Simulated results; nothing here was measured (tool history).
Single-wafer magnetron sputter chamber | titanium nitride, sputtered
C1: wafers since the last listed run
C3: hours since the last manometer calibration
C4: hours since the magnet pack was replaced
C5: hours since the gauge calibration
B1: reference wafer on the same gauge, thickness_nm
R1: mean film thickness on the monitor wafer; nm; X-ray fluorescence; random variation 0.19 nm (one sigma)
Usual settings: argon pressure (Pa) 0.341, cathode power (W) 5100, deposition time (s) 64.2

{"run": 1, "hour": 0.0, "argon pressure (Pa)": 0.341, "cathode power (W)": 5100, "deposition time (s)": 64.2, "C1": 0, "wafers on the sputter target": 2536, "C3": 868.1, "C4": 7225.9, "C5": 415.6, "B1": 63.647, "R1": 58.975}
{"run": 2, "hour": 26.1, "argon pressure (Pa)": 0.341, "cathode power (W)": 5100, "deposition time (s)": 64.2, "C1": 686, "wafers on the sputter target": 3222, "C3": 894.2, "C4": 7252, "C5": 441.7, "B1": 63.654, "R1": 58.466}
{"run": 3, "hour": 59.7, "argon pressure (Pa)": 0.341, "cathode power (W)": 5100, "deposition time (s)": 64.2, "C1": 883, "wafers on the sputter target": 4106, "C3": 927.8, "C4": 7285.6, "C5": 475.3, "B1": 63.693, "R1": 58.781}
{"hour": 90.6, "done": "sputter target and shields replaced"}
{"run": 4, "hour": 91.1, "argon pressure (Pa)": 0.341, "cathode power (W)": 5100, "deposition time (s)": 64.2, "C1": 615, "wafers on the sputter target": 14, "C3": 959.2, "C4": 7317, "C5": 506.7, "B1": 63.789, "R1": 58.719}
{"run": 5, "hour": 117.7, "argon pressure (Pa)": 0.341, "cathode power (W)": 5100, "deposition time (s)": 64.2, "C1": 699, "wafers on the sputter target": 713, "C3": 985.8, "C4": 7343.6, "C5": 533.3, "B1": 63.698, "R1": 59.008}
{"run": 6, "hour": 136.5, "argon pressure (Pa)": 0.341, "cathode power (W)": 5100, "deposition time (s)": 64.2, "C1": 494, "wafers on the sputter target": 1208, "C3": 1004.6, "C4": 7362.4, "C5": 552.1, "B1": 63.794, "R1": 59.145}
{"run": 7, "hour": 169.9, "argon pressure (Pa)": 0.341, "cathode power (W)": 5100, "deposition time (s)": 64.2, "C1": 878, "wafers on the sputter target": 2087, "C3": 1038, "C4": 7395.8, "C5": 585.5, "B1": 63.763, "R1": 58.992}
{"run": 8, "hour": 192.5, "argon pressure (Pa)": 0.341, "cathode power (W)": 5100, "deposition time (s)": 64.2, "C1": 594, "wafers on the sputter target": 2681, "C3": 1060.6, "C4": 7418.4, "C5": 608.1, "B1": 63.82, "R1": 58.778}
{"hour": 213.2, "done": "gauge calibrated"}
{"hour": 214.9, "done": "capacitance manometer re-zeroed and calibrated"}
{"run": 9, "hour": 219.3, "argon pressure (Pa)": 0.341, "cathode power (W)": 5100, "deposition time (s)": 64.2, "C1": 494, "wafers on the sputter target": 3176, "C3": 4.4, "C4": 7445.2, "C5": 6.1, "B1": 62.613, "R1": 57.671}
{"run": 10, "hour": 246.0, "argon pressure (Pa)": 0.341, "cathode power (W)": 5100, "deposition time (s)": 64.2, "C1": 702, "wafers on the sputter target": 3878, "C3": 31.1, "C4": 7471.9, "C5": 32.8, "B1": 62.819, "R1": 57.999}
{"hour": 258.2, "done": "magnet pack replaced"}
{"run": 11, "hour": 259.6, "argon pressure (Pa)": 0.341, "cathode power (W)": 5100, "deposition time (s)": 64.2, "C1": 147, "wafers on the sputter target": 4025, "C3": 44.7, "C4": 1.4, "C5": 46.4, "B1": 62.866, "R1": 57.851}
{"hour": 279.7, "done": "sputter target and shields replaced"}
{"run": 12, "hour": 288.6, "argon pressure (Pa)": 0.341, "cathode power (W)": 5100, "deposition time (s)": 64.2, "C1": 552, "wafers on the sputter target": 235, "C3": 73.7, "C4": 30.4, "C5": 75.4, "B1": 62.964, "R1": 58.629}
{"run": 13, "hour": 324.5, "argon pressure (Pa)": 0.341, "cathode power (W)": 5900, "deposition time (s)": 56, "C1": 944, "wafers on the sputter target": 1179, "C3": 109.6, "C4": 66.3, "C5": 111.3, "B1": 63.28, "R1": 56.088}
{"run": 14, "hour": 347.1, "argon pressure (Pa)": 0.341, "cathode power (W)": 5100, "deposition time (s)": 64.2, "C1": 594, "wafers on the sputter target": 1773, "C3": 132.2, "C4": 88.9, "C5": 133.9, "B1": 63.303, "R1": 58.531}
{"run": 15, "hour": 378.5, "argon pressure (Pa)": 0.399, "cathode power (W)": 5100, "deposition time (s)": 64.2, "C1": 825, "wafers on the sputter target": 2599, "C3": 163.6, "C4": 120.3, "C5": 165.3, "B1": 63.331, "R1": 56.633}
{"run": 16, "hour": 400.7, "argon pressure (Pa)": 0.242, "cathode power (W)": 5100, "deposition time (s)": 64.2, "C1": 583, "wafers on the sputter target": 3183, "C3": 185.8, "C4": 142.5, "C5": 187.5, "B1": 63.28, "R1": 61.678}
{"run": 17, "hour": 435.2, "argon pressure (Pa)": 0.402, "cathode power (W)": 5600, "deposition time (s)": 75.2, "C1": 907, "wafers on the sputter target": 4091, "C3": 220.3, "C4": 177, "C5": 222, "B1": 63.448, "R1": 70.444}
{"hour": 456.5, "done": "sputter target and shields replaced"}
{"run": 18, "hour": 466.7, "argon pressure (Pa)": 0.276, "cathode power (W)": 5950, "deposition time (s)": 64.2, "C1": 618, "wafers on the sputter target": 269, "C3": 251.8, "C4": 208.5, "C5": 253.5, "B1": 63.573, "R1": 67.071}
{"run": 19, "hour": 498.6, "argon pressure (Pa)": 0.451, "cathode power (W)": 6150, "deposition time (s)": 71.4, "C1": 839, "wafers on the sputter target": 1108, "C3": 283.7, "C4": 240.4, "C5": 285.4, "B1": 63.548, "R1": 69.901}
{"run": 20, "hour": 514.9, "argon pressure (Pa)": 0.468, "cathode power (W)": 4600, "deposition time (s)": 64.2, "C1": 428, "wafers on the sputter target": 1537, "C3": 300, "C4": 256.7, "C5": 301.7, "B1": 63.689, "R1": 51.812}
{"run": 21, "hour": 538.2, "argon pressure (Pa)": 0.388, "cathode power (W)": 4700, "deposition time (s)": 74.1, "C1": 612, "wafers on the sputter target": 2150, "C3": 323.3, "C4": 280, "C5": 325, "B1": 63.619, "R1": 63.049}
{"run": 22, "hour": 554.8, "argon pressure (Pa)": 0.46, "cathode power (W)": 4200, "deposition time (s)": 64.2, "C1": 436, "wafers on the sputter target": 2586, "C3": 339.9, "C4": 296.6, "C5": 341.6, "B1": 63.777, "R1": 49.387}
{"run": 23, "hour": 583.4, "argon pressure (Pa)": 0.277, "cathode power (W)": 6250, "deposition time (s)": 75, "C1": 752, "wafers on the sputter target": 3339, "C3": 368.5, "C4": 325.2, "C5": 370.2, "B1": 63.688, "R1": 81.378}
{"hour": 637.7, "done": "sputter target and shields replaced"}
{"run": 24, "hour": 643.7, "argon pressure (Pa)": 0.276, "cathode power (W)": 5950, "deposition time (s)": 64.2, "C1": 1375, "wafers on the sputter target": 158, "C3": 428.8, "C4": 385.5, "C5": 430.5, "B1": 63.765, "R1": 67.408}

3 ways to go on from here, each from the tool as it stands after run 24. What would each give?
{"run": "A", "hour": 644.1, "argon pressure (Pa)": 0.341, "cathode power (W)": 5100, "deposition time (s)": 64.2, "C1": 10, "wafers on the sputter target": 168, "C3": 429.2, "C4": 385.9, "C5": 430.9, "B1": "?", "R1": "?"}
{"run": "B", "hour": 644.1, "argon pressure (Pa)": 0.341, "cathode power (W)": 5650, "deposition time (s)": 70.4, "C1": 10, "wafers on the sputter target": 168, "C3": 429.2, "C4": 385.9, "C5": 430.9, "B1": "?", "R1": "?"}
{"run": "C", "hour": 644.1, "argon pressure (Pa)": 0.251, "cathode power (W)": 6250, "deposition time (s)": 59.2, "C1": 10, "wafers on the sputter target": 168, "C3": 429.2, "C4": 385.9, "C5": 430.9, "B1": "?", "R1": "?"}

run=A B1=63.857 R1=58.969
run=B B1=63.857 R1=69.074
run=C B1=63.857 R1=64.973
Without the tool's hidden state the same runs would have given:
run=A R1=57.839
run=B R1=67.751
run=C R1=63.728
